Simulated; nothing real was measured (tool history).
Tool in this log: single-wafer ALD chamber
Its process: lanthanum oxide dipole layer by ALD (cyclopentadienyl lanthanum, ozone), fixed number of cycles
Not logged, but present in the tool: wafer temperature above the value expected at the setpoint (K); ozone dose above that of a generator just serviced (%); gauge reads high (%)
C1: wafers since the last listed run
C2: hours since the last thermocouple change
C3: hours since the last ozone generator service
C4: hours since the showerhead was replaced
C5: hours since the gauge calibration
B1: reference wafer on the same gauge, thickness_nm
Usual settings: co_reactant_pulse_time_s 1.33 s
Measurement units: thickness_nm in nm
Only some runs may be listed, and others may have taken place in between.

Run 1, hour 0: usual settings but co_reactant_pulse_time_s 1.48 s; C1 0; C2 791.4; C3 492.8; C4 5678.5; C5 1982.4; B1 0.612. Result: thickness_nm 0.556 nm.
Run 2, hour 55: usual settings but co_reactant_pulse_time_s 1 s; C1 632; C2 846.4; C3 547.8; C4 5733.5; C5 2037.4; B1 0.613. Result: thickness_nm 0.495 nm.
Run 3, hour 160.7: usual settings but co_reactant_pulse_time_s 1.44 s; C1 1215; C2 952.1; C3 653.5; C4 5839.2; C5 2143.1; B1 0.614. Result: thickness_nm 0.553 nm.
Run 4, hour 247.9: usual settings but co_reactant_pulse_time_s 1.68 s; C1 1002; C2 1039.3; C3 740.7; C4 5926.4; C5 2230.3; B1 0.613. Result: thickness_nm 0.568 nm.
Run 5, hour 286.2: usual settings but co_reactant_pulse_time_s 1.68 s; C1 440; C2 1077.6; C3 779; C4 5964.7; C5 2268.6; B1 0.612. Result: thickness_nm 0.564 nm.
Run 6, hour 357.1: usual settings; C1 815; C2 1148.5; C3 849.9; C4 6035.6; C5 2339.5; B1 0.613. Result: thickness_nm 0.539 nm.
At hour 387.9: showerhead replaced.
Run 7, hour 450.7: usual settings; C1 984; C2 1242.1; C3 943.5; C4 62.8; C5 2433.1; B1 0.613. Result: thickness_nm 0.539 nm.
Run 8, hour 543.7: usual settings; C1 1069; C2 1335.1; C3 1036.5; C4 155.8; C5 2526.1; B1 0.613. Result: thickness_nm 0.541 nm.
Run 9, hour 615.2: usual settings; C1 822; C2 1406.6; C3 1108; C4 227.3; C5 2597.6; B1 0.614. Result: thickness_nm 0.54 nm.
Run 10, hour 652.4: usual settings; C1 427; C2 1443.8; C3 1145.2; C4 264.5; C5 2634.8; B1 0.614. Result: thickness_nm 0.539 nm.
Run 11, hour 708.7: usual settings; C1 647; C2 1500.1; C3 1201.5; C4 320.8; C5 2691.1; B1 0.613. Result: thickness_nm 0.539 nm.
At hour 776.2: ozone generator serviced.
Run 12, hour 815.2: usual settings but co_reactant_pulse_time_s 1.85 s; C1 1132; C2 1606.6; C3 39; C4 427.3; C5 2797.6; B1 0.612. Result: thickness_nm 0.576 nm.
Run 13, hour 852.6: usual settings; C1 430; C2 1644; C3 76.4; C4 464.7; C5 2835; B1 0.613. Result: thickness_nm 0.548 nm.
Run 14, hour 975.8: usual settings but co_reactant_pulse_time_s 0.9 s; C1 1416; C2 1767.2; C3 199.6; C4 587.9; C5 2958.2; B1 0.613. Result: thickness_nm 0.473 nm.
Run 15, hour 1022.3: usual settings but co_reactant_pulse_time_s 1.84 s; C1 534; C2 1813.7; C3 246.1; C4 634.4; C5 3004.7; B1 0.613. Result: thickness_nm 0.576 nm.
Run 16, hour 1098.4: usual settings but co_reactant_pulse_time_s 1.19 s; C1 875; C2 1889.8; C3 322.2; C4 710.5; C5 3080.8; B1 0.613. Result: thickness_nm 0.521 nm.
At hour 1146.8: thermocouple changed; heater temperature recalibrated.
At hour 1160.8: gauge calibrated.
Run 17, hour 1187.7: usual settings; C1 934; C2 40.9; C3 411.5; C4 799.8; C5 26.9; B1 0.613. Result: thickness_nm 0.541 nm.
Run 18, hour 1234.9: usual settings but co_reactant_pulse_time_s 0.99 s; C1 542; C2 88.1; C3 458.7; C4 847; C5 74.1; B1 0.613. Result: thickness_nm 0.492 nm.
Run 19, hour 1275.7: usual settings but co_reactant_pulse_time_s 1.52 s; C1 469; C2 128.9; C3 499.5; C4 887.8; C5 114.9; B1 0.613. Result: thickness_nm 0.557 nm.
Run 20, hour 1382.4: usual settings but co_reactant_pulse_time_s 0.83 s; C1 1226; C2 235.6; C3 606.2; C4 994.5; C5 221.6; B1 0.612. Result: thickness_nm 0.446 nm.
Run 21, hour 1468: usual settings but co_reactant_pulse_time_s 1.77 s; C1 984; C2 321.2; C3 691.8; C4 1080.1; C5 307.2; B1 0.613. Result: thickness_nm 0.567 nm.
Run 22, hour 1520.7: usual settings but co_reactant_pulse_time_s 1.65 s; C1 605; C2 373.9; C3 744.5; C4 1132.8; C5 359.9; B1 0.613. Result: thickness_nm 0.566 nm.
Run 23, hour 1607.8: usual settings; C1 1001; C2 461; C3 831.6; C4 1219.9; C5 447; B1 0.613. Result: thickness_nm 0.538 nm.
Run 24, hour 1670.3: usual settings but co_reactant_pulse_time_s 1.78 s; C1 718; C2 523.5; C3 894.1; C4 1282.4; C5 509.5; B1 0.614. Result: thickness_nm 0.571 nm.
Run 25, hour 1738.2: usual settings; C1 780; C2 591.4; C3 962; C4 1350.3; C5 577.4; B1 0.613. Result: thickness_nm 0.539 nm.
Run 26, hour 1803.6: usual settings; C1 752; C2 656.8; C3 1027.4; C4 1415.7; C5 642.8; B1 0.613. Result: thickness_nm 0.538 nm.
Run 27, hour 1884.4: usual settings but co_reactant_pulse_time_s 1.17 s; C1 929; C2 737.6; C3 1108.2; C4 1496.5; C5 723.6; B1 0.613. Result: thickness_nm 0.517 nm.
Run 28, hour 1963.8: usual settings; C1 912; C2 817; C3 1187.6; C4 1575.9; C5 803; B1 0.613. Result: thickness_nm 0.537 nm.
Run 29, hour 2003.3: usual settings but co_reactant_pulse_time_s 0.96 s; C1 454; C2 856.5; C3 1227.1; C4 1615.4; C5 842.5; B1 0.613. Result: thickness_nm 0.482 nm.
At hour 2037.4: ozone generator serviced.
Run 30, hour 2082.5: usual settings; C1 818; C2 935.7; C3 45.1; C4 1694.6; C5 921.7; B1 0.613. Result: thickness_nm 0.549 nm.
Run 31, hour 2168.2: usual settings; C1 985; C2 1021.4; C3 130.8; C4 1780.3; C5 1007.4; B1 0.613. Result: thickness_nm 0.545 nm.
Run 32, hour 2245.6: usual settings but co_reactant_pulse_time_s 1.14 s; C1 889; C2 1098.8; C3 208.2; C4 1857.7; C5 1084.8; B1 0.613. Result: thickness_nm 0.523 nm.
Run 33, hour 2341.5: usual settings; C1 1102; C2 1194.7; C3 304.1; C4 1953.6; C5 1180.7; B1 0.613. Result: thickness_nm 0.546 nm.
Run 34, hour 2415.6: usual settings but co_reactant_pulse_time_s 1.69 s; C1 852; C2 1268.8; C3 378.2; C4 2027.7; C5 1254.8; B1 0.613. Result: thickness_nm 0.569 nm.
Run 35, hour 2498.3: usual settings but co_reactant_pulse_time_s 1.64 s; C1 950; C2 1351.5; C3 460.9; C4 2110.4; C5 1337.5; B1 0.613. Result: thickness_nm 0.565 nm.

Some steps in thickness_nm, run to run, broken into two amounts with sign: the step expected even without the hidden condition (settings, incoming material, random variation), and the rest, left for the hidden condition together with whatever gauge scatter is not in both the measured and the hidden-condition-free result:
Run 11 -> 12: co_reactant_pulse_time_s 1.33 -> 1.85, ozone generator serviced. thickness_nm +0.037 nm: hidden state +0.009, all else +0.028.
Run 14 -> 15: co_reactant_pulse_time_s 0.9 -> 1.84. thickness_nm +0.103 nm: hidden state +0.006, all else +0.097.
Run 19 -> 20: co_reactant_pulse_time_s 1.52 -> 0.83. thickness_nm -0.111 nm: hidden state -0.009, all else -0.102.
Run 20 -> 21: co_reactant_pulse_time_s 0.83 -> 1.77. thickness_nm +0.121 nm: hidden state +0.011, all else +0.11.
Run 29 -> 30: co_reactant_pulse_time_s 0.96 -> 1.33, ozone generator serviced. thickness_nm +0.067 nm: hidden state +0.015, all else +0.052.
